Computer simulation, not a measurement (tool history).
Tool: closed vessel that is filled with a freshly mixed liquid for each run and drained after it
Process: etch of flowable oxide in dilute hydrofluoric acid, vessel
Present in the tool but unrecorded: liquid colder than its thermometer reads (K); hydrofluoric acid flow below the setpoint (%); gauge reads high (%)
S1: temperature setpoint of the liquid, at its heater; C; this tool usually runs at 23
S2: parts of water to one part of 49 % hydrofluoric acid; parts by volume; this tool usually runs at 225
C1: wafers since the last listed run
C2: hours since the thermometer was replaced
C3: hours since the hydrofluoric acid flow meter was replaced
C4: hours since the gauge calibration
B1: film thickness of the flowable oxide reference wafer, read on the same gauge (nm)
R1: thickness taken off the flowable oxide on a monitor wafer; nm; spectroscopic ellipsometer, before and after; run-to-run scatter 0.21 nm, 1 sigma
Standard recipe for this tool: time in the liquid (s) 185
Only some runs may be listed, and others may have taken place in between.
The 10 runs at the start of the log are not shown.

{"run": 11, "hour": 770.7, "S1": 25, "S2": 225, "time in the liquid (s)": 185, "C1": 5418, "C2": 1951.6, "C3": 1596, "C4": 1313.4, "B1": 99.98, "R1": 29.79}
{"run": 12, "hour": 808.1, "S1": 25, "S2": 225, "time in the liquid (s)": 185, "C1": 2069, "C2": 1989, "C3": 1633.4, "C4": 1350.8, "B1": 100, "R1": 29.93}
{"run": 13, "hour": 854.2, "S1": 26, "S2": 225, "time in the liquid (s)": 185, "C1": 2551, "C2": 2035.1, "C3": 1679.5, "C4": 1396.9, "B1": 99.99, "R1": 31.43}
{"run": 14, "hour": 942.9, "S1": 26, "S2": 225, "time in the liquid (s)": 185, "C1": 4909, "C2": 2123.8, "C3": 1768.2, "C4": 1485.6, "B1": 100.03, "R1": 30.72}
{"run": 15, "hour": 1035.2, "S1": 20.5, "S2": 130, "time in the liquid (s)": 185, "C1": 5108, "C2": 2216.1, "C3": 1860.5, "C4": 1577.9, "B1": 100.02, "R1": 48.38}
{"run": 16, "hour": 1127.8, "S1": 23, "S2": 225, "time in the liquid (s)": 120, "C1": 5124, "C2": 2308.7, "C3": 1953.1, "C4": 1670.5, "B1": 100.01, "R1": 18.29}
{"run": 17, "hour": 1177.0, "S1": 23, "S2": 225, "time in the liquid (s)": 185, "C1": 2722, "C2": 2357.9, "C3": 2002.3, "C4": 1719.7, "B1": 100, "R1": 28.02}
{"hour": 1197.6, "done": "gauge calibrated"}
{"hour": 1225.4, "done": "thermometer replaced"}
{"run": 18, "hour": 1271.6, "S1": 21.5, "S2": 255, "time in the liquid (s)": 100, "C1": 5180, "C2": 46.2, "C3": 2096.9, "C4": 74, "B1": 99.97, "R1": 12.3}
{"hour": 1314.2, "done": "hydrofluoric acid flow meter replaced"}
{"run": 19, "hour": 1352.8, "S1": 26, "S2": 125, "time in the liquid (s)": 185, "C1": 4438, "C2": 127.4, "C3": 38.6, "C4": 155.2, "B1": 99.99, "R1": 64.33}
{"run": 20, "hour": 1411.3, "S1": 21.5, "S2": 315, "time in the liquid (s)": 185, "C1": 3237, "C2": 185.9, "C3": 97.1, "C4": 213.7, "B1": 99.96, "R1": 17.37}
{"run": 21, "hour": 1497.3, "S1": 23, "S2": 225, "time in the liquid (s)": 185, "C1": 4759, "C2": 271.9, "C3": 183.1, "C4": 299.7, "B1": 100, "R1": 27.94}
{"run": 22, "hour": 1595.9, "S1": 23, "S2": 225, "time in the liquid (s)": 220, "C1": 5457, "C2": 370.5, "C3": 281.7, "C4": 398.3, "B1": 100.01, "R1": 33.28}
{"run": 23, "hour": 1703.7, "S1": 25, "S2": 120, "time in the liquid (s)": 255, "C1": 5966, "C2": 478.3, "C3": 389.5, "C4": 506.1, "B1": 100, "R1": 86.41}
{"run": 24, "hour": 1805.9, "S1": 21.5, "S2": 275, "time in the liquid (s)": 285, "C1": 5656, "C2": 580.5, "C3": 491.7, "C4": 608.3, "B1": 100, "R1": 32.19}
{"run": 25, "hour": 1897.6, "S1": 27, "S2": 225, "time in the liquid (s)": 95, "C1": 5075, "C2": 672.2, "C3": 583.4, "C4": 700, "B1": 99.99, "R1": 16.77}
{"run": 26, "hour": 2001.8, "S1": 21.5, "S2": 315, "time in the liquid (s)": 185, "C1": 5766, "C2": 776.4, "C3": 687.6, "C4": 804.2, "B1": 99.99, "R1": 17.54}
{"run": 27, "hour": 2043.6, "S1": 21, "S2": 145, "time in the liquid (s)": 150, "C1": 2313, "C2": 818.2, "C3": 729.4, "C4": 846, "B1": 100.01, "R1": 35.39}
{"run": 28, "hour": 2096.2, "S1": 28, "S2": 300, "time in the liquid (s)": 220, "C1": 2911, "C2": 870.8, "C3": 782, "C4": 898.6, "B1": 100.01, "R1": 27.74}
{"run": 29, "hour": 2374.7, "S1": 24.5, "S2": 160, "time in the liquid (s)": 185, "C1": 15413, "C2": 1149.3, "C3": 1060.5, "C4": 1177.1, "B1": 100, "R1": 44.79}
{"run": 30, "hour": 2462.5, "S1": 23, "S2": 185, "time in the liquid (s)": 115, "C1": 4859, "C2": 1237.1, "C3": 1148.3, "C4": 1264.9, "B1": 100.02, "R1": 22.11}
{"run": 31, "hour": 2566.1, "S1": 23, "S2": 190, "time in the liquid (s)": 255, "C1": 5733, "C2": 1340.7, "C3": 1251.9, "C4": 1368.5, "B1": 99.97, "R1": 47.68}
{"run": 32, "hour": 2632.3, "S1": 27.5, "S2": 130, "time in the liquid (s)": 85, "C1": 3663, "C2": 1406.9, "C3": 1318.1, "C4": 1434.7, "B1": 100.02, "R1": 29.67}
{"run": 33, "hour": 2720.9, "S1": 25.5, "S2": 225, "time in the liquid (s)": 100, "C1": 4903, "C2": 1495.5, "C3": 1406.7, "C4": 1523.3, "B1": 100, "R1": 16.56}

Alternative continuations, all from the tool just after run 33; predict every row:
{"run": "A", "hour": 2721.6, "S1": 23, "S2": 225, "time in the liquid (s)": 150, "C1": 38, "C2": 1496.2, "C3": 1407.4, "C4": 1524, "B1": "?", "R1": "?"}
{"run": "B", "hour": 2721.6, "S1": 27, "S2": 310, "time in the liquid (s)": 90, "C1": 38, "C2": 1496.2, "C3": 1407.4, "C4": 1524, "B1": "?", "R1": "?"}
{"run": "C", "hour": 2721.6, "S1": 21.5, "S2": 225, "time in the liquid (s)": 185, "C1": 38, "C2": 1496.2, "C3": 1407.4, "C4": 1524, "B1": "?", "R1": "?"}
{"run": "D", "hour": 2721.6, "S1": 20.5, "S2": 225, "time in the liquid (s)": 185, "C1": 38, "C2": 1496.2, "C3": 1407.4, "C4": 1524, "B1": "?", "R1": "?"}

run=A B1=100 R1=22.7
run=B B1=100 R1=10.42
run=C B1=100 R1=26.48
run=D B1=100 R1=25.5
With the hidden condition removed and each run's random variation left untouched, the same runs would have given:
run=A R1=22.7
run=B R1=10.42
run=C R1=26.48
run=D R1=25.5

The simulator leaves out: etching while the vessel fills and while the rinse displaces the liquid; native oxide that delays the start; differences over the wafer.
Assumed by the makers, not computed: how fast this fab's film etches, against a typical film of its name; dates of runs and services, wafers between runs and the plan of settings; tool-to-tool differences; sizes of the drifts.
